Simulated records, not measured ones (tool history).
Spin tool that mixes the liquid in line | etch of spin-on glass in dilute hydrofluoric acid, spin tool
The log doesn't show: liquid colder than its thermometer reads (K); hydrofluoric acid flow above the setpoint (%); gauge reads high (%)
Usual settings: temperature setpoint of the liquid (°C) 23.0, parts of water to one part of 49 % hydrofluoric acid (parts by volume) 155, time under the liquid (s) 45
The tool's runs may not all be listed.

run,hour,temperature setpoint of the liquid (°C),parts of water to one part of 49 % hydrofluoric acid (parts by volume),time under the liquid (s),wafers since the last listed run,hours since the thermometer was replaced,hours since the hydrofluoric acid flow meter was replaced,hours since the gauge calibration,"read-back film thickness of the spin-on glass reference wafer, read on the same gauge (nm)",thickness taken off the spin-on glass on a monitor wafer (angstrom)
1,0.0,23.0,155,45,0,404.3,968.1,98.0,139.61,63.4
2,31.8,23.0,155,45,509,436.1,999.9,129.8,139.44,63.3
3,55.3,23.0,155,45,376,459.6,1023.4,153.3,139.31,62.9
4,146.2,23.0,115,45,1455,550.5,1114.3,244.2,138.81,89.4
5,182.2,23.0,155,30,576,586.5,1150.3,280.2,138.58,41.7
6,197.1,23.0,155,30,238,601.4,1165.2,295.1,138.51,41.5
7,219.0,23.0,155,60,350,623.3,1187.1,317.0,138.40,83.8
# hour 224.4: thermometer replaced
8,235.6,23.0,155,60,249,11.2,1203.7,333.6,138.32,83.4
9,253.1,23.0,155,45,280,28.7,1221.2,351.1,138.22,62.8
10,274.8,23.0,155,45,347,50.4,1242.9,372.8,138.12,62.3
11,299.6,23.0,155,45,397,75.2,1267.7,397.6,137.95,62.3
12,319.7,21.0,155,45,321,95.3,1287.8,417.7,137.86,57.8
13,355.1,23.0,155,45,566,130.7,1323.2,453.1,137.64,62.3
# hour 359.9: hydrofluoric acid flow meter replaced
14,369.0,26.0,155,45,206,144.6,9.1,467.0,137.55,70.0
15,392.4,23.0,105,35,374,168.0,32.5,490.4,137.45,75.6
16,426.7,23.0,155,45,549,202.3,66.8,524.7,137.22,62.5
# hour 457.0: gauge calibrated
17,459.8,23.0,155,35,529,235.4,99.9,2.8,140.17,49.4
18,473.0,23.0,115,45,211,248.6,113.1,16.0,140.11,89.9
19,491.5,23.0,110,45,296,267.1,131.6,34.5,140.01,94.4
20,518.9,23.0,90,30,438,294.5,159.0,61.9,139.81,78.7
21,606.2,23.0,210,45,1397,381.8,246.3,149.2,139.38,43.9
22,637.3,21.0,155,35,497,412.9,277.4,180.3,139.20,45.5

Forecast each of these 4 alternatives for the next run:
A,637.7,23.0,155,25,6,413.3,277.8,180.7,?,?
B,637.7,24.5,110,50,6,413.3,277.8,180.7,?,?
C,637.7,19.0,185,45,6,413.3,277.8,180.7,?,?
D,637.7,23.0,100,60,6,413.3,277.8,180.7,?,?

run,"read-back film thickness of the spin-on glass reference wafer, read on the same gauge (nm)",thickness taken off the spin-on glass on a monitor wafer (angstrom)
A,139.16,35.1
B,139.16,110.6
C,139.16,43.9
D,139.16,139.2
Without the tool's hidden state the same runs would have given:
run,thickness taken off the spin-on glass on a monitor wafer (angstrom)
A,35.3
B,111.2
C,44.2
D,140.0
